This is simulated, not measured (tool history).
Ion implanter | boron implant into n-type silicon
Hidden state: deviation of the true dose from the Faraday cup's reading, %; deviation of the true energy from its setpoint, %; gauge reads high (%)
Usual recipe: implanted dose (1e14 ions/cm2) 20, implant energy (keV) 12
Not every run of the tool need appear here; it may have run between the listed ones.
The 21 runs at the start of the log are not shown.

run,hour,implanted dose (1e14 ions/cm2),implant energy (keV),wafers since the last listed run,hours since the last dose calibration,hours since the extraction supply was calibrated,hours since the gauge calibration,"read-back reference wafer on the same gauge, sheet resistance",sheet resistance of the implanted and annealed layer (ohm/square)
22,245,22.5,8,72,132.6,121.4,12.4,138.99,142.11
23,252.5,22.37,15,73,140.1,128.9,19.9,139,102.27
24,262.5,18.46,9,97,150.1,138.9,29.9,139.06,137.47
25,274.8,14.18,9,120,162.4,151.2,42.2,138.97,147.36
26,283.1,22.54,14,81,170.7,159.5,50.5,139,104.69
27,295.5,20,12,121,183.1,171.9,62.9,139.01,116.37
28,305.6,17.08,10,98,193.2,182,73,139.07,132.7
29,317.4,25.89,13.5,115,205,193.8,84.8,138.98,102.35
30,330.7,18.38,12,129,218.3,207.1,98.1,139.05,119.49
31,337,22.54,14,61,224.6,213.4,104.4,138.98,104.28
32,345.4,20,12,82,233,221.8,112.8,139.01,116.15
33,355.3,24.59,12,96,242.9,231.7,122.7,139.01,110.91
34,369.6,23.43,12,139,257.2,246,137,139.02,111.8
35,385.8,23.54,8,158,273.4,262.2,153.2,139.01,140.88
36,395.8,14.09,9.5,97,283.4,272.2,163.2,139.02,143.88

5 ways to go on from here, each from the tool as it stands after run 36. What would each give?
A,396.2,23.07,12,3,283.8,272.6,163.6,?,?
B,396.2,20,9,3,283.8,272.6,163.6,?,?
C,396.2,14.94,16,3,283.8,272.6,163.6,?,?
D,396.2,15.84,12,3,283.8,272.6,163.6,?,?
E,396.2,14.59,14,3,283.8,272.6,163.6,?,?

run,"read-back reference wafer on the same gauge, sheet resistance",sheet resistance of the implanted and annealed layer (ohm/square)
A,139.03,112.12
B,139.03,135.22
C,139.03,117.32
D,139.03,125.85
E,139.03,123.39
The same runs, with their run-to-run variation unchanged, on a tool lacking any hidden condition would have given:
run,sheet resistance of the implanted and annealed layer (ohm/square)
A,112.12
B,135.22
C,117.32
D,125.85
E,123.39
